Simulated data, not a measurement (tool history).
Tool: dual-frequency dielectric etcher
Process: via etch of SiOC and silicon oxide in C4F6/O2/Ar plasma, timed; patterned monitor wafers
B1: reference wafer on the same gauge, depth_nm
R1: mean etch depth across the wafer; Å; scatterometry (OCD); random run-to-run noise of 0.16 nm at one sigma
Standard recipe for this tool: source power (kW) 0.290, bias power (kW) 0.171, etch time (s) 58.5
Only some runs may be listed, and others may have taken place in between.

Run 1, hour 0.0: usual settings but etch time (s) 52.0; B1 52.5. Result: R1 498 Å.
Run 2, hour 18.4: usual settings but bias power (kW) 0.143; B1 52.4. Result: R1 531 Å.
Run 3, hour 57.3: usual settings but bias power (kW) 0.143; B1 52.5. Result: R1 533 Å.
Run 4, hour 81.3: usual settings but source power (kW) 0.310; B1 52.5. Result: R1 572 Å.
Run 5, hour 149.4: usual settings but source power (kW) 0.310; B1 52.6. Result: R1 576 Å.
At hour 272.5: source power generator calibrated.
Run 6, hour 360.5: usual settings but source power (kW) 0.310; B1 52.6. Result: R1 575 Å.
At hour 395.2: wet clean of the chamber.
Run 7, hour 418.3: usual settings; B1 52.7. Result: R1 560 Å.
Run 8, hour 465.3: usual settings; B1 52.7. Result: R1 560 Å.
Run 9, hour 530.7: usual settings but etch time (s) 75.0; B1 52.7. Result: R1 721 Å.
Run 10, hour 575.1: usual settings but source power (kW) 0.310, etch time (s) 74.5; B1 52.7. Result: R1 730 Å.
Run 11, hour 613.8: usual settings; B1 52.7. Result: R1 562 Å.
Run 12, hour 737.7: usual settings but bias power (kW) 0.213; B1 52.8. Result: R1 601 Å.
At hour 799.7: wet clean of the chamber.
Run 13, hour 800.2: usual settings but source power (kW) 0.240, bias power (kW) 0.151; B1 52.7. Result: R1 503 Å.
Run 14, hour 807.6: usual settings but source power (kW) 0.330, etch time (s) 52.5; B1 52.8. Result: R1 529 Å.
Run 15, hour 831.6: usual settings but source power (kW) 0.310, etch time (s) 45.0; B1 52.8. Result: R1 445 Å.
Run 16, hour 861.6: usual settings but source power (kW) 0.260, bias power (kW) 0.196, etch time (s) 49.5; B1 52.8. Result: R1 475 Å.
Run 17, hour 925.6: usual settings; B1 52.8. Result: R1 562 Å.
Run 18, hour 973.8: usual settings; B1 52.8. Result: R1 564 Å.
Run 19, hour 1005.5: usual settings but source power (kW) 0.230, bias power (kW) 0.148, etch time (s) 71.0; B1 52.8. Result: R1 600 Å.
At hour 1119.3: bias power generator calibrated.
At hour 1153.2: gauge calibrated.
At hour 1165.1: upper electrode replaced.
Run 20, hour 1214.8: usual settings but etch time (s) 52.0; B1 51.2. Result: R1 483 Å.
At hour 1253.5: wet clean of the chamber.
Run 21, hour 1287.6: usual settings but source power (kW) 0.340, etch time (s) 74.0; B1 51.4. Result: R1 735 Å.
Run 22, hour 1315.9: usual settings; B1 51.4. Result: R1 552 Å.
Run 23, hour 1359.9: usual settings; B1 51.5. Result: R1 552 Å.
Run 24, hour 1385.9: usual settings but bias power (kW) 0.211; B1 51.5. Result: R1 584 Å.
Run 25, hour 1453.9: usual settings but source power (kW) 0.320, bias power (kW) 0.209, etch time (s) 71.0; B1 51.6. Result: R1 740 Å.
Run 26, hour 1496.7: usual settings but bias power (kW) 0.147; B1 51.7. Result: R1 528 Å.
Run 27, hour 1542.3: usual settings but source power (kW) 0.230, bias power (kW) 0.201, etch time (s) 46.5; B1 51.8. Result: R1 419 Å.
Run 28, hour 1569.0: usual settings but source power (kW) 0.260, bias power (kW) 0.183, etch time (s) 64.5; B1 51.8. Result: R1 597 Å.
Run 29, hour 1617.4: usual settings but bias power (kW) 0.193, etch time (s) 66.5; B1 51.9. Result: R1 652 Å.

5 options for the next run, each taken on its own from the tool as it stands now. Forecast them:
Run A, hour 1617.8: usual settings; B1 ?. Result: R1 ?.
Run B, hour 1617.8: usual settings but source power (kW) 0.330, bias power (kW) 0.187, etch time (s) 50.0; B1 ?. Result: R1 ?.
Run C, hour 1617.8: usual settings but source power (kW) 0.270, etch time (s) 52.0; B1 ?. Result: R1 ?.
Run D, hour 1617.8: usual settings but source power (kW) 0.350, bias power (kW) 0.209, etch time (s) 74.0; B1 ?. Result: R1 ?.
Run E, hour 1617.8: usual settings but source power (kW) 0.310, bias power (kW) 0.205; B1 ?. Result: R1 ?.

run    B1   R1
  A  51.9  554
  B  51.9  512
  C  51.9  479
  D  51.9  801
  E  51.9  600
Had the tool no hidden state, the same runs would have come out as:
run   R1
  A  546
  B  504
  C  471
  D  789
  E  591
